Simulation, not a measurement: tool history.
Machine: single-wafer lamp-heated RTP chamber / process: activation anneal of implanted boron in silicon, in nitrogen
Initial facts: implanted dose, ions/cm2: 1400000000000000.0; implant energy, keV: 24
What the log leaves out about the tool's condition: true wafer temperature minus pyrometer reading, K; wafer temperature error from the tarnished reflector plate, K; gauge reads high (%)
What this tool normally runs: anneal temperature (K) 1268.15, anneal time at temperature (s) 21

run    hour  anneal temperature (K)  anneal time at temperature (s)  wafers since the last listed run  wafers since the last pyrometer calibration  wafers since the reflector plate was cleaned  hours since the gauge calibration  read-back reference wafer on the same gauge, sheet resistance  sheet resistance of the implanted and annealed layer (ohm/square)
  1     0.0                 1289.15                              28                                 0                                         2602                                          6324                              383.3                                                          92.85                                                              86.86
  2    50.1                 1268.15                              13                               636                                         3238                                          6960                              433.4                                                          92.65                                                              92.82
  3    96.8                 1268.15                              13                               593                                         3831                                          7553                              480.1                                                          92.96                                                              92.30
      129.5  -- pyrometer window cleaned and pyrometer calibrated
  4   155.9                 1268.15                              16                               649                                          335                                          8203                              539.2                                                          92.86                                                              91.54
  5   187.2                 1268.15                              18                               397                                          733                                          8600                              570.5                                                          92.92                                                              91.41
  6   245.6                 1268.15                              18                               741                                         1474                                          9342                              628.9                                                          92.88                                                              91.29
  7   314.8                 1268.15                              21                               878                                         2353                                         10221                              698.1                                                          92.80                                                              90.51
  8   341.1                 1268.15                              21                               334                                         2687                                         10555                              724.4                                                          92.98                                                              90.95
  9   410.5                 1268.15                              21                               881                                         3569                                         11436                              793.8                                                          92.90                                                              89.95
 10   434.6                 1268.15                              21                               306                                         3875                                         11743                              817.9                                                          93.00                                                              90.13
      451.1  -- pyrometer window cleaned and pyrometer calibrated
 11   574.5                 1268.15                              21                              1675                                         1567                                         13418                              957.8                                                          92.96                                                              90.32
 12   603.1                 1268.15                              21                               363                                         1930                                         13781                              986.4                                                          92.80                                                              89.98
      731.6  -- pyrometer window cleaned and pyrometer calibrated
      737.1  -- reflector plate cleaned
 13   755.9                 1268.15                              21                              1769                                          238                                           238                             1139.2                                                          92.74                                                              92.31
 14   817.0                 1287.15                              11                               776                                         1014                                          1014                             1200.3                                                          92.84                                                              88.81
 15   856.0                 1268.15                              21                               495                                         1509                                          1509                             1239.3                                                          92.90                                                              91.69
 16   891.0                 1284.15                              12                               444                                         1954                                          1954                             1274.3                                                          92.90                                                              89.02
 17   954.8                 1268.15                              10                               810                                         2764                                          2764                             1338.1                                                          92.83                                                              94.08
      999.2  -- gauge calibrated
 18  1008.2                 1284.15                              26                               678                                         3442                                          3442                                9.0                                                          93.06                                                              86.86
 19  1049.9                 1289.15                              15                               529                                         3972                                          3972                               50.7                                                          92.94                                                              87.76
     1075.6  -- pyrometer window cleaned and pyrometer calibrated
 20  1087.0                 1277.15                              11                               369                                          144                                          4342                               87.8                                                          92.86                                                              90.59
 21  1140.2                 1268.15                              21                               675                                          820                                          5017                              141.0                                                          92.86                                                              91.30
 22  1207.8                 1268.15                              21                               858                                         1678                                          5876                              208.6                                                          92.95                                                              91.56
 23  1265.6                 1247.15                              11                               734                                         2413                                          6610                              266.4                                                          93.02                                                             106.29
 24  1299.0                 1286.15                              32                               424                                         2837                                          7034                              299.8                                                          92.71                                                              86.25
 25  1335.0                 1278.15                              17                               457                                         3294                                          7492                              335.8                                                          92.75                                                              89.44
 26  1391.6                 1238.15                              16                               718                                         4013                                          8211                              392.4                                                          92.99                                                             110.63

For each run, what was the tool's unlogged condition?
true wafer temperature minus pyrometer reading, K: 0 across all the runs
gauge reads high (%): 0 across all the runs
H1: wafer temperature error from the tarnished reflector plate, K
run     H1
  1   2.25
  2   2.61
  3   2.98
  4   3.49
  5   3.78
  6   4.35
  7    5.1
  8   5.39
  9   6.23
 10   6.54
 11   8.46
 12   8.89
 13  0.457
 14  0.499
 15  0.551
 16  0.617
 17  0.778
 18  0.956
 19   1.12
 20   1.29
 21   1.56
 22   1.97
 23   2.36
 24   2.61
 25   2.89
 26   3.38
